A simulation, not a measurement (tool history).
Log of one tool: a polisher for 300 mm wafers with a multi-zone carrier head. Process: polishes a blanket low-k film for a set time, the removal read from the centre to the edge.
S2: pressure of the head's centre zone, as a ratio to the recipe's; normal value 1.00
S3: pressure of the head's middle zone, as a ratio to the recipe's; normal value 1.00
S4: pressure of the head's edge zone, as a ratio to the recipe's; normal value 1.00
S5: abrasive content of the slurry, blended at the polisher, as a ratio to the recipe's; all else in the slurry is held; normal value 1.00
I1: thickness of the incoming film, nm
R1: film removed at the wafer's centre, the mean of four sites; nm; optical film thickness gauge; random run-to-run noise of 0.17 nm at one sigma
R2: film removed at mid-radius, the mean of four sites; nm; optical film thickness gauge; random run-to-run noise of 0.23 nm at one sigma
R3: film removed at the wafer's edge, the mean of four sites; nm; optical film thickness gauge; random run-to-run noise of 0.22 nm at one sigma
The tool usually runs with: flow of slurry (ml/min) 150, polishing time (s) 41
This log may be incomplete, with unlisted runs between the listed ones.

run 1 hour=0.0 | flow_of_slurry_(ml/min)=150 S2=1.00 S3=1.00 S4=1.00 S5=0.80 polishing_time_(s)=41 | I1=695.4 | R1=19.0 R2=18.8 R3=19.2
-- hour=8.8 worn pad replaced by a new one
run 2 hour=67.1 | flow_of_slurry_(ml/min)=150 S2=1.00 S3=1.00 S4=1.00 S5=1.00 polishing_time_(s)=41 | I1=690.4 | R1=21.0 R2=20.7 R3=20.7
run 3 hour=124.0 | flow_of_slurry_(ml/min)=150 S2=1.00 S3=1.00 S4=1.00 S5=1.00 polishing_time_(s)=41 | I1=695.3 | R1=20.9 R2=20.7 R3=20.6
run 4 hour=208.9 | flow_of_slurry_(ml/min)=150 S2=1.00 S3=1.00 S4=1.00 S5=1.00 polishing_time_(s)=41 | I1=696.0 | R1=21.0 R2=20.9 R3=21.0
run 5 hour=266.9 | flow_of_slurry_(ml/min)=150 S2=1.00 S3=1.00 S4=1.00 S5=1.00 polishing_time_(s)=41 | I1=689.5 | R1=21.2 R2=20.4 R3=21.0
-- hour=285.1 carrier head's membrane replaced by a new one
run 6 hour=323.4 | flow_of_slurry_(ml/min)=150 S2=1.00 S3=1.00 S4=1.00 S5=1.00 polishing_time_(s)=38 | I1=701.9 | R1=19.3 R2=19.0 R3=19.6
-- hour=359.3 worn pad replaced by a new one
run 7 hour=373.0 | flow_of_slurry_(ml/min)=150 S2=1.00 S3=1.00 S4=1.05 S5=1.00 polishing_time_(s)=41 | I1=706.7 | R1=21.2 R2=20.2 R3=21.2
-- hour=437.7 edge zone pressure recalibrated
run 8 hour=468.1 | flow_of_slurry_(ml/min)=150 S2=1.00 S3=1.00 S4=1.05 S5=1.00 polishing_time_(s)=41 | I1=708.7 | R1=21.0 R2=20.3 R3=21.7
run 9 hour=542.4 | flow_of_slurry_(ml/min)=100 S2=1.00 S3=1.00 S4=1.00 S5=1.00 polishing_time_(s)=41 | I1=697.1 | R1=20.0 R2=19.4 R3=20.0
-- hour=582.9 centre zone pressure recalibrated
run 10 hour=590.7 | flow_of_slurry_(ml/min)=150 S2=1.00 S3=1.08 S4=0.95 S5=1.15 polishing_time_(s)=41 | I1=699.2 | R1=23.3 R2=23.3 R3=21.3
-- hour=610.6 slurry nozzle cleaned
run 11 hour=664.3 | flow_of_slurry_(ml/min)=150 S2=1.10 S3=1.00 S4=1.00 S5=1.00 polishing_time_(s)=32 | I1=703.3 | R1=19.1 R2=16.2 R3=16.4
-- hour=716.2 worn pad replaced by a new one
run 12 hour=761.7 | flow_of_slurry_(ml/min)=150 S2=1.00 S3=1.00 S4=1.00 S5=1.00 polishing_time_(s)=41 | I1=696.0 | R1=22.0 R2=20.0 R3=20.8
run 13 hour=829.7 | flow_of_slurry_(ml/min)=120 S2=1.00 S3=0.90 S4=1.00 S5=1.00 polishing_time_(s)=41 | I1=697.3 | R1=21.6 R2=18.1 R3=20.3
-- hour=924.2 edge zone pressure recalibrated
run 14 hour=936.1 | flow_of_slurry_(ml/min)=150 S2=1.05 S3=1.00 S4=1.00 S5=1.00 polishing_time_(s)=41 | I1=704.1 | R1=23.8 R2=20.6 R3=20.6
run 15 hour=1042.4 | flow_of_slurry_(ml/min)=150 S2=1.00 S3=0.93 S4=1.04 S5=1.20 polishing_time_(s)=32 | I1=709.6 | R1=19.2 R2=16.2 R3=17.9
-- hour=1045.1 centre zone pressure recalibrated, repeated, since the last time left the tool worse
-- hour=1090.6 worn pad replaced by a new one
run 16 hour=1136.1 | flow_of_slurry_(ml/min)=150 S2=1.00 S3=1.00 S4=1.00 S5=1.00 polishing_time_(s)=49 | I1=705.7 | R1=24.1 R2=24.8 R3=24.6
run 17 hour=1228.2 | flow_of_slurry_(ml/min)=150 S2=1.00 S3=0.89 S4=1.06 S5=1.00 polishing_time_(s)=41 | I1=698.6 | R1=20.5 R2=18.6 R3=21.3
run 18 hour=1346.6 | flow_of_slurry_(ml/min)=150 S2=1.00 S3=0.93 S4=1.04 S5=1.20 polishing_time_(s)=32 | I1=697.0 | R1=17.1 R2=16.1 R3=18.1
run 19 hour=1443.5 | flow_of_slurry_(ml/min)=165 S2=1.00 S3=1.09 S4=1.10 S5=0.75 polishing_time_(s)=41 | I1=700.6 | R1=18.4 R2=19.7 R3=19.3
-- hour=1449.6 carrier head's membrane replaced by a new one
-- hour=1453.0 slurry nozzle cleaned
-- hour=1518.7 worn pad replaced by a new one
run 20 hour=1519.2 | flow_of_slurry_(ml/min)=105 S2=1.00 S3=0.93 S4=1.00 S5=1.00 polishing_time_(s)=41 | I1=701.7 | R1=19.6 R2=18.2 R3=20.5
-- hour=1540.5 edge zone pressure recalibrated
run 21 hour=1609.5 | flow_of_slurry_(ml/min)=150 S2=1.00 S3=1.00 S4=1.00 S5=1.00 polishing_time_(s)=41 | I1=704.1 | R1=21.0 R2=20.6 R3=21.1
run 22 hour=1668.1 | flow_of_slurry_(ml/min)=150 S2=1.04 S3=1.00 S4=1.00 S5=1.00 polishing_time_(s)=41 | I1=689.9 | R1=21.7 R2=20.6 R3=20.9

Forecast each of these 3 alternatives for the next run:
run A hour=1668.5 | flow_of_slurry_(ml/min)=150 S2=1.00 S3=1.00 S4=0.90 S5=1.00 polishing_time_(s)=41 | I1=695.3 | R1=? R2=? R3=?
run B hour=1668.5 | flow_of_slurry_(ml/min)=190 S2=1.00 S3=0.95 S4=1.00 S5=1.00 polishing_time_(s)=36 | I1=695.3 | R1=? R2=? R3=?
run C hour=1668.5 | flow_of_slurry_(ml/min)=150 S2=1.00 S3=1.00 S4=1.00 S5=1.00 polishing_time_(s)=47 | I1=695.3 | R1=? R2=? R3=?

run=A R1=20.9 R2=20.7 R3=19.6
run=B R1=19.0 R2=18.0 R3=18.5
run=C R1=23.9 R2=23.8 R3=23.6
Without the tool's hidden state the same runs would have given:
run=A R1=20.1 R2=20.7 R3=19.6
run=B R1=18.3 R2=18.0 R3=18.5
run=C R1=23.1 R2=23.8 R3=23.6

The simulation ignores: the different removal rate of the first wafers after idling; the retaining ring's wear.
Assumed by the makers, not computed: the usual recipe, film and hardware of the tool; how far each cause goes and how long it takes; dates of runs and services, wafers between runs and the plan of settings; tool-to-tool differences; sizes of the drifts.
